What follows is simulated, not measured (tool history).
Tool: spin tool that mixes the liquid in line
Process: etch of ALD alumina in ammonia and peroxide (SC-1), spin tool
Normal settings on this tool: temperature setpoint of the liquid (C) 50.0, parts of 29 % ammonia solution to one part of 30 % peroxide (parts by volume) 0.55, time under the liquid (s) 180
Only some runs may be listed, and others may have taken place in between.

run,hour,temperature setpoint of the liquid (C),parts of 29 % ammonia solution to one part of 30 % peroxide (parts by volume),time under the liquid (s),wafers since the last listed run,hours since the thermometer was replaced,hours since the ammonia flow meter was replaced,hours since the heated supply line was repaired,hours since the drum of ammonia solution was connected,hours since the gauge calibration,"read-back film thickness of the ALD alumina reference wafer, read on the same gauge (nm)",thickness taken off the ALD alumina on a monitor wafer (angstrom)
1,0.0,50.0,0.55,260,0,772.3,791.0,2254.3,799.0,127.7,29.99,163.1
2,17.5,50.0,0.55,260,103,789.8,808.5,2271.8,816.5,145.2,30.01,162.4
3,30.5,50.0,0.55,180,77,802.8,821.5,2284.8,829.5,158.2,29.97,112.5
4,46.5,50.0,0.55,135,94,818.8,837.5,2300.8,845.5,174.2,30.03,84.4
5,57.6,50.0,0.55,135,65,829.9,848.6,2311.9,856.6,185.3,30.00,84.9
6,72.1,50.0,0.55,135,85,844.4,863.1,2326.4,871.1,199.8,30.00,84.2
# hour 88.0: ammonia flow meter replaced
7,88.6,54.5,0.55,105,91,860.9,0.6,2342.9,887.6,216.3,30.01,84.0
8,95.0,54.5,0.55,105,37,867.3,7.0,2349.3,894.0,222.7,29.99,84.8
9,102.5,54.5,0.55,105,44,874.8,14.5,2356.8,901.5,230.2,29.99,84.3
# hour 108.6: gauge calibrated
10,117.0,50.0,0.40,180,85,889.3,29.0,2371.3,916.0,8.4,29.98,109.9
# hour 128.2: heated supply line repaired
11,132.5,57.5,0.75,150,85,904.8,44.5,4.3,931.5,23.9,29.94,175.7
12,138.6,50.0,0.55,180,36,910.9,50.6,10.4,937.6,30.0,29.99,138.1
13,152.9,40.5,0.75,90,84,925.2,64.9,24.7,951.9,44.3,30.02,41.2
# hour 163.6: new drum of ammonia solution connected
14,166.1,42.0,0.55,75,72,938.4,78.1,37.9,2.5,57.5,29.97,36.6
15,176.1,50.0,0.30,180,59,948.4,88.1,47.9,12.5,67.5,30.02,129.8
16,184.2,46.0,0.75,115,48,956.5,96.2,56.0,20.6,75.6,29.99,72.5
17,200.1,54.0,0.55,180,94,972.4,112.1,71.9,36.5,91.5,30.00,170.9
# hour 202.5: thermometer replaced
18,214.1,50.0,0.55,260,77,11.6,126.1,85.9,50.5,105.5,29.97,176.1
19,231.4,58.0,0.45,80,102,28.9,143.4,103.2,67.8,122.8,30.06,81.3
20,243.0,55.0,0.65,130,68,40.5,155.0,114.8,79.4,134.4,30.02,116.5
21,256.3,54.0,0.40,150,78,53.8,168.3,128.1,92.7,147.7,29.99,122.4

Consider 4 possible next runs. They are alternatives, not a sequence: every one starts from the tool as it was left by run 21. What does each give?
A,256.8,50.0,0.65,180,2,54.3,168.8,128.6,93.2,148.2,?,?
B,256.8,50.0,0.70,180,2,54.3,168.8,128.6,93.2,148.2,?,?
C,256.8,47.0,0.40,180,2,54.3,168.8,128.6,93.2,148.2,?,?
D,256.8,50.0,0.45,230,2,54.3,168.8,128.6,93.2,148.2,?,?

run,"read-back film thickness of the ALD alumina reference wafer, read on the same gauge (nm)",thickness taken off the ALD alumina on a monitor wafer (angstrom)
A,30.03,122.9
B,30.03,123.7
C,30.03,99.3
D,30.03,151.6
Take away the tool's hidden state, keep each run's random variation, and the runs would have read:
run,thickness taken off the ALD alumina on a monitor wafer (angstrom)
A,125.2
B,126.1
C,101.2
D,154.5
